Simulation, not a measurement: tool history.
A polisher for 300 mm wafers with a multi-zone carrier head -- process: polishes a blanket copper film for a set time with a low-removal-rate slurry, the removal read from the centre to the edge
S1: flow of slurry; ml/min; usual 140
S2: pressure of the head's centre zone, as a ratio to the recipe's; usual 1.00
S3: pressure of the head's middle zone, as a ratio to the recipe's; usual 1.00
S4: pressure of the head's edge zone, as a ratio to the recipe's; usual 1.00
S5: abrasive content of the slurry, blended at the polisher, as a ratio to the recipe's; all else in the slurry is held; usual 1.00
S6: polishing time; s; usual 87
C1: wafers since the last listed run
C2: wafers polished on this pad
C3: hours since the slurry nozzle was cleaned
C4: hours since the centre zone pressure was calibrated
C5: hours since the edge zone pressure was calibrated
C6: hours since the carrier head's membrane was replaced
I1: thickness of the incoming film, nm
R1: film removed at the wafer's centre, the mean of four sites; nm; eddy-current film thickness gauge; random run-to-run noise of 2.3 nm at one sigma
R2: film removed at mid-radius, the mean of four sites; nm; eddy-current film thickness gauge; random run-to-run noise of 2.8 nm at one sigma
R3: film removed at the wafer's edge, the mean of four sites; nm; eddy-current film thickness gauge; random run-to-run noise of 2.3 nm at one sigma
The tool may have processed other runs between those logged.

| run | hour | S1 | S2 | S3 | S4 | S5 | S6 | C1 | C2 | C3 | C4 | C5 | C6 | I1 | R1 | R2 | R3 |
|---|---|---|---|---|---|---|---|---|---|---|---|---|---|---|---|---|---|
| 1 | 0.0 | 140 | 1.00 | 1.00 | 1.00 | 1.00 | 74 | 0 | 255 | 332.2 | 822.0 | 1306.6 | 544.3 | 1192.0 | 149.9 | 164.2 | 158.5 |
| 2 | 16.8 | 140 | 1.00 | 1.00 | 1.00 | 1.00 | 87 | 142 | 398 | 349.0 | 838.8 | 1323.4 | 561.1 | 1167.4 | 179.9 | 197.8 | 189.7 |
| 3 | 30.5 | 140 | 1.00 | 1.00 | 1.00 | 1.00 | 87 | 116 | 514 | 362.7 | 852.5 | 1337.1 | 574.8 | 1175.3 | 172.9 | 192.7 | 190.1 |
|  | 46.0 | carrier head's membrane replaced by a new one |
|  | 48.4 | slurry nozzle cleaned |
| 4 | 71.5 | 140 | 1.00 | 1.00 | 1.00 | 1.00 | 87 | 297 | 811 | 23.1 | 893.5 | 1378.1 | 25.5 | 1171.0 | 176.5 | 198.9 | 188.5 |
| 5 | 87.0 | 140 | 1.00 | 1.00 | 1.00 | 1.00 | 102 | 131 | 943 | 38.6 | 909.0 | 1393.6 | 41.0 | 1167.8 | 205.6 | 223.8 | 225.3 |
| 6 | 100.8 | 140 | 1.00 | 1.00 | 1.00 | 1.00 | 87 | 117 | 1060 | 52.4 | 922.8 | 1407.4 | 54.8 | 1167.8 | 175.1 | 193.2 | 188.2 |
|  | 102.9 | edge zone pressure recalibrated |
| 7 | 114.9 | 140 | 1.04 | 1.00 | 1.00 | 1.25 | 97 | 102 | 1163 | 66.5 | 936.9 | 12.0 | 68.9 | 1185.1 | 208.0 | 222.2 | 215.6 |
| 8 | 122.4 | 140 | 0.97 | 1.00 | 1.09 | 1.00 | 87 | 63 | 1226 | 74.0 | 944.4 | 19.5 | 76.4 | 1176.9 | 170.9 | 202.0 | 197.0 |
|  | 141.6 | worn pad replaced by a new one |
| 9 | 143.9 | 190 | 1.00 | 1.00 | 1.11 | 1.20 | 112 | 148 | 19 | 95.5 | 965.9 | 41.0 | 97.9 | 1193.9 | 251.5 | 274.4 | 272.3 |
| 10 | 150.5 | 190 | 1.00 | 1.00 | 1.11 | 1.20 | 112 | 56 | 75 | 102.1 | 972.5 | 47.6 | 104.5 | 1165.7 | 243.5 | 271.6 | 274.8 |
|  | 153.7 | centre zone pressure recalibrated |
| 11 | 168.2 | 105 | 1.00 | 1.00 | 1.00 | 0.85 | 112 | 133 | 208 | 119.8 | 14.5 | 65.3 | 122.2 | 1176.7 | 225.0 | 228.2 | 225.3 |
| 12 | 176.9 | 140 | 1.05 | 1.00 | 1.00 | 1.00 | 87 | 73 | 282 | 128.5 | 23.2 | 74.0 | 130.9 | 1164.0 | 208.9 | 198.9 | 188.4 |
| 13 | 184.2 | 140 | 1.00 | 1.00 | 1.00 | 1.00 | 72 | 61 | 344 | 135.8 | 30.5 | 81.3 | 138.2 | 1178.0 | 164.6 | 165.8 | 156.8 |
| 14 | 191.2 | 140 | 1.05 | 1.00 | 1.00 | 1.00 | 87 | 59 | 403 | 142.8 | 37.5 | 88.3 | 145.2 | 1172.9 | 207.2 | 192.3 | 193.1 |
| 15 | 208.0 | 95 | 0.96 | 1.00 | 0.97 | 0.85 | 87 | 142 | 546 | 159.6 | 54.3 | 105.1 | 162.0 | 1166.0 | 158.2 | 172.8 | 172.3 |
| 16 | 220.1 | 140 | 1.00 | 1.03 | 0.96 | 1.00 | 87 | 102 | 649 | 171.7 | 66.4 | 117.2 | 174.1 | 1161.2 | 197.5 | 200.2 | 185.0 |
| 17 | 261.2 | 140 | 1.00 | 0.97 | 1.10 | 0.75 | 87 | 348 | 997 | 212.8 | 107.5 | 158.3 | 215.2 | 1156.1 | 191.7 | 185.6 | 195.6 |
|  | 275.5 | worn pad replaced by a new one |
| 18 | 277.9 | 140 | 1.00 | 1.00 | 1.08 | 0.70 | 87 | 107 | 20 | 229.5 | 124.2 | 175.0 | 231.9 | 1178.0 | 192.0 | 188.9 | 190.2 |
| 19 | 287.3 | 115 | 0.96 | 1.00 | 0.92 | 1.00 | 87 | 79 | 100 | 238.9 | 133.6 | 184.4 | 241.3 | 1168.5 | 177.1 | 189.5 | 177.3 |
| 20 | 304.6 | 140 | 1.05 | 1.00 | 0.91 | 1.00 | 87 | 146 | 247 | 256.2 | 150.9 | 201.7 | 258.6 | 1146.1 | 205.8 | 193.7 | 182.2 |
| 21 | 318.0 | 140 | 1.00 | 1.00 | 1.00 | 0.75 | 87 | 113 | 361 | 269.6 | 164.3 | 215.1 | 272.0 | 1181.7 | 192.5 | 188.6 | 183.8 |

4 options for the next run, each taken on its own from the tool as it stands now. Forecast them:
| A | 318.5 | 140 | 1.00 | 1.00 | 1.00 | 1.00 | 87 | 4 | 365 | 270.1 | 164.8 | 215.6 | 272.5 | 1164.0 | ? | ? | ? |
| B | 318.5 | 140 | 0.96 | 1.00 | 0.89 | 1.15 | 87 | 4 | 365 | 270.1 | 164.8 | 215.6 | 272.5 | 1164.0 | ? | ? | ? |
| C | 318.5 | 110 | 0.92 | 1.00 | 1.03 | 1.00 | 87 | 4 | 365 | 270.1 | 164.8 | 215.6 | 272.5 | 1164.0 | ? | ? | ? |
| D | 318.5 | 125 | 1.00 | 1.00 | 1.05 | 1.00 | 59 | 4 | 365 | 270.1 | 164.8 | 215.6 | 272.5 | 1164.0 | ? | ? | ? |

| run | R1 | R2 | R3 |
|---|---|---|---|
| A | 197.8 | 194.3 | 191.1 |
| B | 192.9 | 197.5 | 183.8 |
| C | 168.3 | 181.6 | 184.9 |
| D | 129.8 | 128.0 | 130.0 |
Stripped of hidden state, with their random variation kept, the same runs would have yielded:
| run | R1 | R2 | R3 |
|---|---|---|---|
| A | 195.4 | 194.3 | 191.1 |
| B | 190.5 | 197.5 | 183.8 |
| C | 166.2 | 181.7 | 184.9 |
| D | 128.2 | 128.0 | 130.0 |
